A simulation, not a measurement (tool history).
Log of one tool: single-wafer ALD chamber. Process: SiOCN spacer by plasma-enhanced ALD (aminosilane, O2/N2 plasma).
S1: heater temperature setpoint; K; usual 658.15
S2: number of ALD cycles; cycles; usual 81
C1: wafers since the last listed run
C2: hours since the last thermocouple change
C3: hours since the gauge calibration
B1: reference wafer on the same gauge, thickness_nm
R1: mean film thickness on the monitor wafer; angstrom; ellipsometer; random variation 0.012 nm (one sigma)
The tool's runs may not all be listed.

Run 1, day 0.000: usual settings; C1 0; C2 724.1; C3 1407.9; B1 4.660. Result: R1 47.36 angstrom.
Run 2, day 1.775: usual settings; C1 193; C2 766.7; C3 1450.5; B1 4.659. Result: R1 47.16 angstrom.
Run 3, day 3.117: usual settings; C1 146; C2 798.9; C3 1482.7; B1 4.659. Result: R1 47.40 angstrom.
Run 4, day 5.112: usual settings but S2 75 cycles; C1 217; C2 846.8; C3 1530.6; B1 4.662. Result: R1 44.07 angstrom.
Run 5, day 6.338: usual settings but S2 75 cycles; C1 133; C2 876.2; C3 1560.0; B1 4.659. Result: R1 43.94 angstrom.
Run 6, day 9.012: usual settings; C1 291; C2 940.4; C3 1624.2; B1 4.664. Result: R1 47.44 angstrom.
Run 7, day 11.662: usual settings; C1 288; C2 1004.0; C3 1687.8; B1 4.660. Result: R1 47.33 angstrom.
Run 8, day 14.117: usual settings but S2 73 cycles; C1 267; C2 1062.9; C3 1746.7; B1 4.656. Result: R1 42.86 angstrom.
Run 9, day 15.692: usual settings but S2 73 cycles; C1 171; C2 1100.7; C3 1784.5; B1 4.659. Result: R1 42.75 angstrom.
Run 10, day 17.658: usual settings but S2 73 cycles; C1 214; C2 1147.9; C3 1831.7; B1 4.657. Result: R1 42.82 angstrom.
Run 11, day 18.717: usual settings but S2 90 cycles; C1 115; C2 1173.3; C3 1857.1; B1 4.660. Result: R1 52.83 angstrom.
Run 12, day 20.829: usual settings but S2 90 cycles; C1 229; C2 1224.0; C3 1907.8; B1 4.661. Result: R1 52.77 angstrom.
Run 13, day 22.921: usual settings but S2 90 cycles; C1 227; C2 1274.2; C3 1958.0; B1 4.659. Result: R1 52.72 angstrom.
Run 14, day 26.529: usual settings but S2 85 cycles; C1 392; C2 1360.8; C3 2044.6; B1 4.658. Result: R1 49.94 angstrom.
At day 26.796: gauge calibrated.
Run 15, day 28.875: usual settings but S2 85 cycles; C1 255; C2 1417.1; C3 49.9; B1 4.660. Result: R1 49.48 angstrom.
Run 16, day 30.654: usual settings; C1 193; C2 1459.8; C3 92.6; B1 4.660. Result: R1 47.57 angstrom.
Run 17, day 32.142: usual settings; C1 161; C2 1495.5; C3 128.3; B1 4.663. Result: R1 47.68 angstrom.
Run 18, day 33.367: usual settings; C1 133; C2 1524.9; C3 157.7; B1 4.661. Result: R1 47.54 angstrom.
Run 19, day 35.192: usual settings but S1 667.15 K; C1 198; C2 1568.7; C3 201.5; B1 4.659. Result: R1 47.36 angstrom.
At day 36.788: thermocouple changed; heater temperature recalibrated.
Run 20, day 36.808: usual settings; C1 139; C2 0.5; C3 240.3; B1 4.659. Result: R1 47.49 angstrom.
Run 21, day 39.021: usual settings but S2 74 cycles; C1 240; C2 53.6; C3 293.4; B1 4.658. Result: R1 43.31 angstrom.
Run 22, day 40.146: usual settings; C1 122; C2 80.6; C3 320.4; B1 4.658. Result: R1 47.35 angstrom.
Run 23, day 43.129: usual settings but S1 671.15 K, S2 96 cycles; C1 324; C2 152.2; C3 392.0; B1 4.659. Result: R1 56.29 angstrom.
Run 24, day 45.779: usual settings; C1 288; C2 215.8; C3 455.6; B1 4.657. Result: R1 47.63 angstrom.
Run 25, day 47.325: usual settings but S1 645.15 K, S2 71 cycles; C1 168; C2 252.9; C3 492.7; B1 4.661. Result: R1 41.71 angstrom.
Run 26, day 49.983: usual settings but S2 95 cycles; C1 289; C2 316.7; C3 556.5; B1 4.662. Result: R1 55.57 angstrom.
Run 27, day 51.088: usual settings but S1 663.15 K, S2 86 cycles; C1 120; C2 343.2; C3 583.0; B1 4.661. Result: R1 50.17 angstrom.
Run 28, day 52.762: usual settings but S2 69 cycles; C1 182; C2 383.4; C3 623.2; B1 4.657. Result: R1 40.36 angstrom.
Run 29, day 53.796: usual settings but S1 650.15 K, S2 87 cycles; C1 112; C2 408.2; C3 648.0; B1 4.663. Result: R1 50.96 angstrom.
Run 30, day 55.771: usual settings but S2 73 cycles; C1 214; C2 455.6; C3 695.4; B1 4.661. Result: R1 42.80 angstrom.
Run 31, day 57.604: usual settings but S2 85 cycles; C1 199; C2 499.6; C3 739.4; B1 4.661. Result: R1 49.81 angstrom.
Run 32, day 59.412: usual settings; C1 196; C2 543.0; C3 782.8; B1 4.662. Result: R1 47.48 angstrom.
Run 33, day 65.442: usual settings but S1 665.15 K; C1 656; C2 687.7; C3 927.5; B1 4.662. Result: R1 47.50 angstrom.
Run 34, day 66.512: usual settings; C1 116; C2 713.4; C3 953.2; B1 4.659. Result: R1 47.44 angstrom.
Run 35, day 68.571: usual settings; C1 224; C2 762.8; C3 1002.6; B1 4.658. Result: R1 47.60 angstrom.
Run 36, day 70.817: usual settings; C1 244; C2 816.7; C3 1056.5; B1 4.661. Result: R1 47.45 angstrom.
Run 37, day 72.921: usual settings but S1 668.15 K, S2 90 cycles; C1 229; C2 867.2; C3 1107.0; B1 4.660. Result: R1 52.72 angstrom.
Run 38, day 75.242: usual settings but S1 670.15 K, S2 76 cycles; C1 252; C2 922.9; C3 1162.7; B1 4.662. Result: R1 44.56 angstrom.
Run 39, day 76.304: usual settings but S2 77 cycles; C1 115; C2 948.4; C3 1188.2; B1 4.659. Result: R1 45.07 angstrom.
Run 40, day 78.083: usual settings but S2 91 cycles; C1 193; C2 991.1; C3 1230.9; B1 4.660. Result: R1 53.34 angstrom.
Run 41, day 79.338: usual settings but S1 643.15 K, S2 85 cycles; C1 136; C2 1021.2; C3 1261.0; B1 4.663. Result: R1 49.55 angstrom.
Run 42, day 81.496: usual settings but S1 648.15 K, S2 77 cycles; C1 234; C2 1073.0; C3 1312.8; B1 4.664. Result: R1 45.04 angstrom.
Run 43, day 84.133: usual settings but S1 651.15 K, S2 73 cycles; C1 287; C2 1136.3; C3 1376.1; B1 4.664. Result: R1 42.64 angstrom.
Run 44, day 86.242: usual settings but S1 644.15 K, S2 75 cycles; C1 229; C2 1186.9; C3 1426.7; B1 4.663. Result: R1 43.94 angstrom.
Run 45, day 88.142: usual settings but S2 90 cycles; C1 206; C2 1232.5; C3 1472.3; B1 4.658. Result: R1 52.69 angstrom.

What the log doesn't show, run by run:
wafer temperature above the value expected at the setpoint (K): 0 in every run
gauge reads high (%): 0 in every run
